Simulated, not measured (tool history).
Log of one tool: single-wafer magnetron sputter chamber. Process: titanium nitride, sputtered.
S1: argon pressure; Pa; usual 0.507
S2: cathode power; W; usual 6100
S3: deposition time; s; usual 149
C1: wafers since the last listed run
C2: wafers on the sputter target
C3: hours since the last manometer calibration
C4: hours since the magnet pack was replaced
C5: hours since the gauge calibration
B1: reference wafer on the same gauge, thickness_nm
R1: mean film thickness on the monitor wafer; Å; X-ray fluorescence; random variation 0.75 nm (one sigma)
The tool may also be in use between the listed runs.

Run 1, day 0: usual settings but S1 0.464 Pa; C1 0; C2 3435; C3 1080.2; C4 6147.4; C5 631.5; B1 167.796. Result: R1 1563.97 Å.
Run 2, day 2.521: usual settings; C1 543; C2 3979; C3 1140.7; C4 6207.9; C5 692; B1 167.62. Result: R1 1553.91 Å.
Run 3, day 5.042: usual settings; C1 543; C2 4522; C3 1201.2; C4 6268.4; C5 752.5; B1 168.432. Result: R1 1564.33 Å.
Run 4, day 9.154: usual settings; C1 886; C2 5409; C3 1299.9; C4 6367.1; C5 851.2; B1 167.925. Result: R1 1540.69 Å.
Run 5, day 11.183: usual settings but S1 0.414 Pa; C1 437; C2 5846; C3 1348.6; C4 6415.8; C5 899.9; B1 168.282. Result: R1 1593 Å.
Run 6, day 15.158: usual settings but S1 0.414 Pa; C1 856; C2 6703; C3 1444; C4 6511.2; C5 995.3; B1 167.714. Result: R1 1579.48 Å.
Run 7, day 19.242: usual settings; C1 880; C2 7583; C3 1542; C4 6609.2; C5 1093.3; B1 168.074. Result: R1 1551.01 Å.
At day 22.217: sputter target and shields replaced.
Run 8, day 23.317: usual settings; C1 806; C2 237; C3 1639.8; C4 6707; C5 1191.1; B1 168.328. Result: R1 1557.83 Å.
At day 24.092: gauge calibrated.
Run 9, day 26.479: usual settings but S1 0.567 Pa; C1 681; C2 919; C3 1715.7; C4 6782.9; C5 57.3; B1 168.483. Result: R1 1540.29 Å.
Run 10, day 29.454: usual settings but S1 0.444 Pa, S3 160 s; C1 641; C2 1560; C3 1787.1; C4 6854.3; C5 128.7; B1 168.018. Result: R1 1698.97 Å.
At day 30.45: magnet pack replaced.
Run 11, day 32.229: usual settings; C1 526; C2 2087; C3 1853.7; C4 42.7; C5 195.3; B1 167.639. Result: R1 1568.38 Å.
Run 12, day 35.279: usual settings but S1 0.667 Pa, S3 166 s; C1 657; C2 2744; C3 1926.9; C4 115.9; C5 268.5; B1 168.087. Result: R1 1679.09 Å.
At day 39.096: capacitance manometer re-zeroed and calibrated.
Run 13, day 39.508: usual settings; C1 839; C2 3584; C3 9.9; C4 217.4; C5 370; B1 167.932. Result: R1 1551.96 Å.
Run 14, day 42.1: usual settings but S1 0.417 Pa, S2 5600 W, S3 126 s; C1 558; C2 4143; C3 72.1; C4 279.6; C5 432.2; B1 168.206. Result: R1 1243.96 Å.
Run 15, day 44.925: usual settings; C1 609; C2 4752; C3 139.9; C4 347.4; C5 500; B1 167.891. Result: R1 1564.21 Å.
Run 16, day 49.408: usual settings but S1 0.412 Pa, S2 5700 W, S3 131 s; C1 966; C2 5718; C3 247.5; C4 455; C5 607.6; B1 167.695. Result: R1 1305.17 Å.
Run 17, day 51.642: usual settings but S2 6700 W, S3 162 s; C1 481; C2 6200; C3 301.1; C4 508.6; C5 661.2; B1 167.869. Result: R1 1843.22 Å.

Forecast each of these 5 alternatives for the next run:
Run A, day 51.658: usual settings; C1 3; C2 6204; C3 301.5; C4 509; C5 661.6; B1 ?. Result: R1 ?.
Run B, day 51.658: usual settings but S1 0.39 Pa, S3 132 s; C1 3; C2 6204; C3 301.5; C4 509; C5 661.6; B1 ?. Result: R1 ?.
Run C, day 51.658: usual settings but S1 0.685 Pa, S2 7250 W; C1 3; C2 6204; C3 301.5; C4 509; C5 661.6; B1 ?. Result: R1 ?.
Run D, day 51.658: usual settings but S1 0.318 Pa, S2 6750 W, S3 120 s; C1 3; C2 6204; C3 301.5; C4 509; C5 661.6; B1 ?. Result: R1 ?.
Run E, day 51.658: usual settings but S2 5300 W; C1 3; C2 6204; C3 301.5; C4 509; C5 661.6; B1 ?. Result: R1 ?.

run       B1       R1
  A  167.914  1559.14
  B  167.914  1415.03
  C  167.914  1761.37
  D  167.914   1432.4
  E  167.914   1373.1
Without the tool's hidden state the same runs would have given:
run       R1
  A  1559.14
  B  1415.03
  C  1761.37
  D   1432.4
  E   1373.1

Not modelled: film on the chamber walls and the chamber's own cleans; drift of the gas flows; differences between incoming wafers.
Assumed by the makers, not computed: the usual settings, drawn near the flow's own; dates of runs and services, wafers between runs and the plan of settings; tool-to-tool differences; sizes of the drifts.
